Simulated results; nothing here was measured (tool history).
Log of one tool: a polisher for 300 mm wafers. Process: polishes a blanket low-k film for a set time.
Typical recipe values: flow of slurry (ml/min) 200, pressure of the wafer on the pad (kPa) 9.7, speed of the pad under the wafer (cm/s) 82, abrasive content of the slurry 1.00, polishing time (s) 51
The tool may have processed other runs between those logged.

run    hour  flow of slurry (ml/min)  pressure of the wafer on the pad (kPa)  speed of the pad under the wafer (cm/s)  abrasive content of the slurry  polishing time (s)  incoming thickness of the incoming film, nm  film removed (angstrom)
  1     0.0                      200                                     8.3                                       82                            1.00                  51                                        645.4                       94
       49.0  -- conditioning disc replaced and pad reconditioned
  2    65.7                      200                                     9.7                                       82                            1.00                  51                                        643.9                      109
      146.2  -- slurry nozzle cleaned
  3   162.5                      200                                     9.7                                       82                            1.00                  51                                        630.5                      113
  4   207.2                      200                                     9.7                                       82                            1.00                  51                                        637.2                      113
      219.1  -- worn pad replaced by a new one
      245.7  -- slurry blender recalibrated
  5   308.7                      200                                     7.6                                       82                            1.00                  51                                        636.0                       89
  6   376.5                      200                                     7.6                                       82                            1.00                  51                                        637.4                       87
      441.3  -- head pressure recalibrated
  7   452.4                      200                                     9.7                                       82                            1.00                  51                                        649.1                      111
  8   570.3                      200                                     9.7                                       82                            1.00                  51                                        635.8                      109
      630.3  -- conditioning disc replaced and pad reconditioned
      637.4  -- slurry blender recalibrated
  9   642.6                      200                                     9.7                                       82                            1.00                  51                                        634.2                      107
      676.2  -- slurry nozzle cleaned
      677.4  -- worn pad replaced by a new one
 10   694.8                      200                                     9.7                                       82                            1.00                  51                                        642.4                      112
 11   751.3                      200                                     9.7                                       82                            1.00                  51                                        643.5                      111
 12   851.2                      235                                     8.3                                       82                            1.30                  51                                        650.3                      109
 13   907.3                      200                                     9.7                                       82                            1.00                  51                                        645.4                      113
 14   943.9                      200                                     7.6                                       82                            0.75                  68                                        646.7                       99
 15   989.4                      200                                     9.7                                       82                            1.00                  51                                        640.3                      111
 16  1062.4                      170                                     9.7                                       62                            1.15                  51                                        645.2                       98
     1101.1  -- worn pad replaced by a new one
     1116.2  -- slurry nozzle cleaned
 17  1125.8                      255                                     9.7                                       82                            1.00                  51                                        647.8                      116
     1128.3  -- conditioning disc replaced and pad reconditioned
     1137.4  -- slurry blender recalibrated
 18  1203.1                      250                                     9.7                                      106                            1.00                  51                                        647.1                      133
     1308.3  -- head pressure recalibrated
 19  1327.2                      240                                     7.6                                       82                            1.25                  46                                        648.1                       90
 20  1407.9                      240                                     9.7                                       82                            0.80                  67                                        649.7                      130
 21  1453.4                      265                                    12.4                                       82                            1.15                  51                                        638.4                      157
 22  1540.7                      200                                     9.7                                       82                            1.00                  51                                        646.0                      109
     1585.9  -- worn pad replaced by a new one
 23  1590.1                      155                                     6.9                                      106                            0.90                  51                                        649.3                       82
     1606.1  -- slurry blender recalibrated
     1609.9  -- slurry nozzle cleaned
     1667.4  -- conditioning disc replaced and pad reconditioned
 24  1861.7                      200                                     9.7                                      104                            1.00                  51                                        638.3                      129
 25  1904.0                      200                                     9.7                                       82                            1.00                  51                                        647.7                      112
 26  1983.1                      260                                    11.0                                      100                            1.00                  51                                        643.3                      147

Had the tool no unlogged condition, and each run kept its random variation, what would the results have been?
The hidden state here: removal rate lost through wear of the pad, %; slurry flow missing at the pad, %; deviation of the head's pressure from its setpoint, %; abrasive missing from the slurry, %; time polished since the conditioner stopped cutting, s.
run  film removed (angstrom)
  1                       98
  2                      115
  3                      113
  4                      113
  5                       91
  6                       89
  7                      114
  8                      113
  9                      113
 10                      113
 11                      113
 12                      112
 13                      117
 14                      103
 15                      115
 16                      104
 17                      117
 18                      135
 19                       92
 20                      134
 21                      163
 22                      116
 23                       88
 24                      132
 25                      115
 26                      152
